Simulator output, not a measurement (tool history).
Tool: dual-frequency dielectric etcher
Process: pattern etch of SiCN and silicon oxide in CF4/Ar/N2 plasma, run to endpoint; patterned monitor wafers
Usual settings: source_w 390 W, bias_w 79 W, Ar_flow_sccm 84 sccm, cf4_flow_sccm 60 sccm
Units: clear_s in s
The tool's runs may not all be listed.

run	hour	source_w	bias_w	Ar_flow_sccm	cf4_flow_sccm	incoming incoming film thickness, nm	clear_s
1	0.0	390	79	84	60	16.57	21.0
2	16.6	350	79	84	60	16.71	23.4
3	29.6	390	79	84	60	16.64	21.2
4	43.0	390	67	84	60	16.66	22.7
# hour 51.0: source power generator calibrated
5	57.6	390	67	84	60	16.58	22.3
6	75.0	390	79	84	60	16.64	20.8
7	86.3	390	79	84	60	16.53	20.9
8	92.7	390	79	84	60	16.68	21.0
9	107.6	390	79	84	60	16.62	20.9
# hour 115.7: CF4 flow controller replaced
10	123.8	440	79	93	69	16.51	18.3
# hour 136.7: Ar flow controller replaced
11	137.2	390	79	84	60	16.65	20.9
# hour 166.7: bias power generator calibrated
12	171.3	330	64	100	60	16.76	27.3
# hour 202.0: wet clean of the chamber
# hour 221.3: upper electrode replaced
13	221.8	390	79	67	73	16.58	20.3
14	222.1	390	79	104	50	16.67	23.0
15	222.5	390	65	72	60	16.50	22.6
16	222.8	350	79	84	60	16.66	23.8
17	230.4	390	79	67	64	16.68	21.0
18	238.3	390	98	67	75	16.63	18.8
19	255.3	470	79	71	64	16.63	17.6

Run 20 comes next. What will it give?
20	268.8	390	79	84	74	16.54	?

{"run 20": {"clear_s": 20.5}}
Without the tool's hidden state the same run would have given clear_s 20.7 s.
